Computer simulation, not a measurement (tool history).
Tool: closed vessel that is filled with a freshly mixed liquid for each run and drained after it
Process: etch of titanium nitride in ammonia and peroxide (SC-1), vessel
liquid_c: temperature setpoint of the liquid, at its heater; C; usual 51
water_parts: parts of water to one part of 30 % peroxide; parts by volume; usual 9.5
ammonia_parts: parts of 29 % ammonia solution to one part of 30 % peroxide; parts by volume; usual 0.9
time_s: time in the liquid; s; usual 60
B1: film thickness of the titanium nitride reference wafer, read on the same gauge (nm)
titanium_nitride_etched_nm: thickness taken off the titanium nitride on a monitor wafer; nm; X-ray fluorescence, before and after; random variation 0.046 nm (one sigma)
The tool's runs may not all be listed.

run 1 hour=0 | liquid_c=51 water_parts=9.5 ammonia_parts=0.9 time_s=60 | B1=129.98 | titanium_nitride_etched_nm=6.55
run 2 hour=24.6 | liquid_c=51 water_parts=9.5 ammonia_parts=0.9 time_s=60 | B1=129.98 | titanium_nitride_etched_nm=6.62
run 3 hour=55.8 | liquid_c=51 water_parts=9.5 ammonia_parts=0.9 time_s=60 | B1=130 | titanium_nitride_etched_nm=6.57
run 4 hour=71.2 | liquid_c=51 water_parts=9.5 ammonia_parts=0.9 time_s=60 | B1=129.99 | titanium_nitride_etched_nm=6.56
run 5 hour=99 | liquid_c=51 water_parts=9.5 ammonia_parts=0.9 time_s=60 | B1=130.01 | titanium_nitride_etched_nm=6.59
run 6 hour=128.8 | liquid_c=51 water_parts=9.5 ammonia_parts=0.9 time_s=60 | B1=130.02 | titanium_nitride_etched_nm=6.68
run 7 hour=147.5 | liquid_c=51 water_parts=9.5 ammonia_parts=0.9 time_s=60 | B1=129.99 | titanium_nitride_etched_nm=6.7
run 8 hour=218 | liquid_c=51 water_parts=9.5 ammonia_parts=0.9 time_s=60 | B1=130.01 | titanium_nitride_etched_nm=6.69
-- hour=233.1 new drum of ammonia solution connected
run 9 hour=244.4 | liquid_c=51 water_parts=7 ammonia_parts=0.9 time_s=60 | B1=129.98 | titanium_nitride_etched_nm=7.85
-- hour=294.7 gauge calibrated
run 10 hour=338.5 | liquid_c=51 water_parts=7 ammonia_parts=0.9 time_s=60 | B1=130 | titanium_nitride_etched_nm=7.95
run 11 hour=355.3 | liquid_c=51 water_parts=9.5 ammonia_parts=0.9 time_s=60 | B1=129.99 | titanium_nitride_etched_nm=6.84
run 12 hour=384.7 | liquid_c=51 water_parts=9.5 ammonia_parts=0.9 time_s=60 | B1=130.02 | titanium_nitride_etched_nm=6.76
-- hour=389.6 ammonia flow meter replaced
run 13 hour=417.1 | liquid_c=51 water_parts=9.5 ammonia_parts=1 time_s=60 | B1=129.99 | titanium_nitride_etched_nm=6.88
run 14 hour=447.6 | liquid_c=51 water_parts=9.5 ammonia_parts=0.9 time_s=60 | B1=130.01 | titanium_nitride_etched_nm=6.87
-- hour=465.5 thermometer replaced
run 15 hour=467.3 | liquid_c=57.5 water_parts=9.5 ammonia_parts=1.2 time_s=60 | B1=130.02 | titanium_nitride_etched_nm=9.16
run 16 hour=483.9 | liquid_c=57.5 water_parts=9.5 ammonia_parts=1.2 time_s=60 | B1=130.02 | titanium_nitride_etched_nm=9.12
run 17 hour=512.6 | liquid_c=57.5 water_parts=8 ammonia_parts=0.9 time_s=60 | B1=129.99 | titanium_nitride_etched_nm=9.62
run 18 hour=528.9 | liquid_c=51 water_parts=9.5 ammonia_parts=0.9 time_s=70 | B1=130.01 | titanium_nitride_etched_nm=6.65
run 19 hour=552 | liquid_c=44 water_parts=11.5 ammonia_parts=1.2 time_s=60 | B1=130.02 | titanium_nitride_etched_nm=3.29
run 20 hour=613.9 | liquid_c=51 water_parts=9.5 ammonia_parts=0.9 time_s=60 | B1=130.02 | titanium_nitride_etched_nm=5.66
run 21 hour=631.2 | liquid_c=51 water_parts=9.5 ammonia_parts=0.9 time_s=85 | B1=129.98 | titanium_nitride_etched_nm=8.16
run 22 hour=646.6 | liquid_c=41.5 water_parts=12 ammonia_parts=0.9 time_s=60 | B1=129.99 | titanium_nitride_etched_nm=2.57
run 23 hour=703.7 | liquid_c=51 water_parts=5 ammonia_parts=0.9 time_s=60 | B1=130.03 | titanium_nitride_etched_nm=7.76
run 24 hour=719.3 | liquid_c=51 water_parts=9.5 ammonia_parts=0.9 time_s=60 | B1=129.97 | titanium_nitride_etched_nm=5.7

Forecast each of these 3 alternatives for the next run:
run A hour=720 | liquid_c=51 water_parts=9.5 ammonia_parts=0.9 time_s=60 | B1=? | titanium_nitride_etched_nm=?
run B hour=720 | liquid_c=51 water_parts=9.5 ammonia_parts=1.2 time_s=60 | B1=? | titanium_nitride_etched_nm=?
run C hour=720 | liquid_c=51 water_parts=9.5 ammonia_parts=0.9 time_s=75 | B1=? | titanium_nitride_etched_nm=?

run=A B1=129.99 titanium_nitride_etched_nm=5.71
run=B B1=129.99 titanium_nitride_etched_nm=5.96
run=C B1=129.99 titanium_nitride_etched_nm=7.14
Without the tool's hidden state the same runs would have given:
run=A titanium_nitride_etched_nm=5.52
run=B titanium_nitride_etched_nm=5.76
run=C titanium_nitride_etched_nm=6.91

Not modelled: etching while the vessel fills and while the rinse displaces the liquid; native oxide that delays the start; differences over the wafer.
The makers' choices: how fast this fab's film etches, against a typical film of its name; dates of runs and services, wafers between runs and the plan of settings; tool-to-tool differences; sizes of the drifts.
